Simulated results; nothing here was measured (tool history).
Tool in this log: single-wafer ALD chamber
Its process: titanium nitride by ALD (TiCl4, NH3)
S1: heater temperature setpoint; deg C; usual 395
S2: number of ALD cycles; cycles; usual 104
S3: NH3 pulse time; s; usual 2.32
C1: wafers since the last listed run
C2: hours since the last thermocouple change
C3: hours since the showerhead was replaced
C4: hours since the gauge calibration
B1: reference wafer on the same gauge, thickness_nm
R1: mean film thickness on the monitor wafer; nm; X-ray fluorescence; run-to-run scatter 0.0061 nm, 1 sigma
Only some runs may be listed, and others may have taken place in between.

run	hour	S1	S2	S3	C1	C2	C3	C4	B1	R1
1	0.0	395	104	2.32	0	1072.6	2444.8	676.9	2.336	2.444
2	83.4	395	104	2.32	180	1156.0	2528.2	760.3	2.337	2.431
3	140.5	395	104	2.32	123	1213.1	2585.3	817.4	2.340	2.442
4	199.9	395	104	2.84	128	1272.5	2644.7	876.8	2.343	2.482
5	305.1	395	104	2.32	227	1377.7	2749.9	982.0	2.352	2.449
6	399.1	395	104	2.32	203	1471.7	2843.9	1076.0	2.357	2.466
# hour 448.1: gauge calibrated
7	489.2	395	104	2.32	195	1561.8	2934.0	41.1	2.327	2.433
8	543.1	395	104	2.32	116	1615.7	2987.9	95.0	2.324	2.435
9	580.6	395	104	2.32	81	1653.2	3025.4	132.5	2.324	2.423
10	626.7	405	88	2.04	99	1699.3	3071.5	178.6	2.325	2.044
# hour 654.0: thermocouple changed; heater temperature recalibrated
11	731.3	383	118	1.92	209	77.3	3176.1	283.2	2.329	2.670
# hour 804.6: showerhead replaced
12	829.5	388	94	3.23	195	175.5	24.9	381.4	2.329	2.237
13	902.1	401	122	2.32	157	248.1	97.5	454.0	2.334	2.882
14	1006.8	384	114	2.04	226	352.8	202.2	558.7	2.337	2.617
15	1086.4	395	104	2.32	172	432.4	281.8	638.3	2.339	2.441
16	1318.4	395	104	2.07	502	664.4	513.8	870.3	2.354	2.434

For each run, the measured value with the value that run would have given without the tool's hidden condition subtracted. The run-to-run variation is shared by both, the gauge scatter possibly not:
Hidden state present: wafer temperature above the value expected at the setpoint (K); gauge reads high (%).
run	R1
1	+0.013
2	+0.018
3	+0.022
4	+0.026
5	+0.032
6	+0.040
7	+0.006
8	+0.007
9	+0.006
10	+0.006
11	+0.010
12	+0.011
13	+0.016
14	+0.019
15	+0.021
16	+0.034
